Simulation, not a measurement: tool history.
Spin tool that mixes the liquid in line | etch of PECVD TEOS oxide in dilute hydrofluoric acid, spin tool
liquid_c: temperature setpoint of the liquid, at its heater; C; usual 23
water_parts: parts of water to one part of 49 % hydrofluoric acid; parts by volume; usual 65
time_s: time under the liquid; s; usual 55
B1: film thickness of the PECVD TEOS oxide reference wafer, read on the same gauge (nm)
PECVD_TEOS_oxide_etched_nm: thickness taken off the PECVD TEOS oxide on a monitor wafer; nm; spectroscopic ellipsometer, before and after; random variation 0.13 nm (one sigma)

{"run": 1, "hour": 0.0, "liquid_c": 23, "water_parts": 65, "time_s": 55, "B1": 120, "PECVD_TEOS_oxide_etched_nm": 14.48}
{"run": 2, "hour": 17.8, "liquid_c": 23, "water_parts": 65, "time_s": 55, "B1": 120, "PECVD_TEOS_oxide_etched_nm": 14.49}
{"run": 3, "hour": 30.2, "liquid_c": 23, "water_parts": 65, "time_s": 55, "B1": 120.01, "PECVD_TEOS_oxide_etched_nm": 14.65}
{"run": 4, "hour": 44.3, "liquid_c": 23, "water_parts": 65, "time_s": 55, "B1": 120.01, "PECVD_TEOS_oxide_etched_nm": 14.58}
{"run": 5, "hour": 61.8, "liquid_c": 23, "water_parts": 65, "time_s": 55, "B1": 119.99, "PECVD_TEOS_oxide_etched_nm": 14.44}
{"run": 6, "hour": 76.4, "liquid_c": 23, "water_parts": 65, "time_s": 55, "B1": 119.99, "PECVD_TEOS_oxide_etched_nm": 14.48}
{"run": 7, "hour": 99.1, "liquid_c": 23, "water_parts": 65, "time_s": 55, "B1": 119.98, "PECVD_TEOS_oxide_etched_nm": 14.37}
{"run": 8, "hour": 112.6, "liquid_c": 23, "water_parts": 65, "time_s": 55, "B1": 120, "PECVD_TEOS_oxide_etched_nm": 14.54}
{"run": 9, "hour": 218.6, "liquid_c": 23, "water_parts": 65, "time_s": 55, "B1": 119.95, "PECVD_TEOS_oxide_etched_nm": 14.39}
{"run": 10, "hour": 245.8, "liquid_c": 23, "water_parts": 65, "time_s": 55, "B1": 119.93, "PECVD_TEOS_oxide_etched_nm": 14.04}
{"run": 11, "hour": 260.3, "liquid_c": 23, "water_parts": 65, "time_s": 55, "B1": 120.05, "PECVD_TEOS_oxide_etched_nm": 14.12}
{"hour": 266.6, "done": "hydrofluoric acid flow meter replaced"}
{"run": 12, "hour": 282.6, "liquid_c": 23, "water_parts": 65, "time_s": 55, "B1": 120.04, "PECVD_TEOS_oxide_etched_nm": 14}
{"run": 13, "hour": 316.0, "liquid_c": 23, "water_parts": 65, "time_s": 55, "B1": 120.02, "PECVD_TEOS_oxide_etched_nm": 14.07}
{"run": 14, "hour": 341.8, "liquid_c": 20.5, "water_parts": 85, "time_s": 70, "B1": 120.05, "PECVD_TEOS_oxide_etched_nm": 11.97}
{"run": 15, "hour": 357.8, "liquid_c": 23, "water_parts": 65, "time_s": 55, "B1": 119.95, "PECVD_TEOS_oxide_etched_nm": 14.17}
{"run": 16, "hour": 387.6, "liquid_c": 23, "water_parts": 45, "time_s": 30, "B1": 119.97, "PECVD_TEOS_oxide_etched_nm": 11.39}
{"run": 17, "hour": 413.5, "liquid_c": 23, "water_parts": 65, "time_s": 30, "B1": 120.01, "PECVD_TEOS_oxide_etched_nm": 7.77}
{"run": 18, "hour": 427.9, "liquid_c": 19.5, "water_parts": 85, "time_s": 75, "B1": 120, "PECVD_TEOS_oxide_etched_nm": 12.35}
{"hour": 434.2, "done": "gauge calibrated"}
{"hour": 439.5, "done": "thermometer replaced"}
{"run": 19, "hour": 459.2, "liquid_c": 23, "water_parts": 50, "time_s": 35, "B1": 120.02, "PECVD_TEOS_oxide_etched_nm": 13.06}
{"run": 20, "hour": 484.1, "liquid_c": 23, "water_parts": 65, "time_s": 55, "B1": 120, "PECVD_TEOS_oxide_etched_nm": 15.82}
{"run": 21, "hour": 516.0, "liquid_c": 25.5, "water_parts": 55, "time_s": 40, "B1": 119.94, "PECVD_TEOS_oxide_etched_nm": 14.72}
{"run": 22, "hour": 541.6, "liquid_c": 24.5, "water_parts": 40, "time_s": 55, "B1": 119.96, "PECVD_TEOS_oxide_etched_nm": 27.12}
{"run": 23, "hour": 571.9, "liquid_c": 26, "water_parts": 90, "time_s": 65, "B1": 120.03, "PECVD_TEOS_oxide_etched_nm": 14.31}
{"run": 24, "hour": 588.3, "liquid_c": 26, "water_parts": 90, "time_s": 65, "B1": 120, "PECVD_TEOS_oxide_etched_nm": 14.36}

5 ways to go on from here, each from the tool as it stands after run 24. What would each give?
{"run": "A", "hour": 588.7, "liquid_c": 23, "water_parts": 40, "time_s": 55, "B1": "?", "PECVD_TEOS_oxide_etched_nm": "?"}
{"run": "B", "hour": 588.7, "liquid_c": 18, "water_parts": 65, "time_s": 70, "B1": "?", "PECVD_TEOS_oxide_etched_nm": "?"}
{"run": "C", "hour": 588.7, "liquid_c": 18.5, "water_parts": 90, "time_s": 55, "B1": "?", "PECVD_TEOS_oxide_etched_nm": "?"}
{"run": "D", "hour": 588.7, "liquid_c": 27.5, "water_parts": 85, "time_s": 75, "B1": "?", "PECVD_TEOS_oxide_etched_nm": "?"}
{"run": "E", "hour": 588.7, "liquid_c": 27, "water_parts": 80, "time_s": 55, "B1": "?", "PECVD_TEOS_oxide_etched_nm": "?"}

run=A B1=120 PECVD_TEOS_oxide_etched_nm=25.47
run=B B1=120 PECVD_TEOS_oxide_etched_nm=15.66
run=C B1=120 PECVD_TEOS_oxide_etched_nm=8.83
run=D B1=120 PECVD_TEOS_oxide_etched_nm=18.48
run=E B1=120 PECVD_TEOS_oxide_etched_nm=14.22
Without the tool's hidden state the same runs would have given:
run=A PECVD_TEOS_oxide_etched_nm=26.1
run=B PECVD_TEOS_oxide_etched_nm=16.05
run=C PECVD_TEOS_oxide_etched_nm=9.05
run=D PECVD_TEOS_oxide_etched_nm=18.9
run=E PECVD_TEOS_oxide_etched_nm=14.54
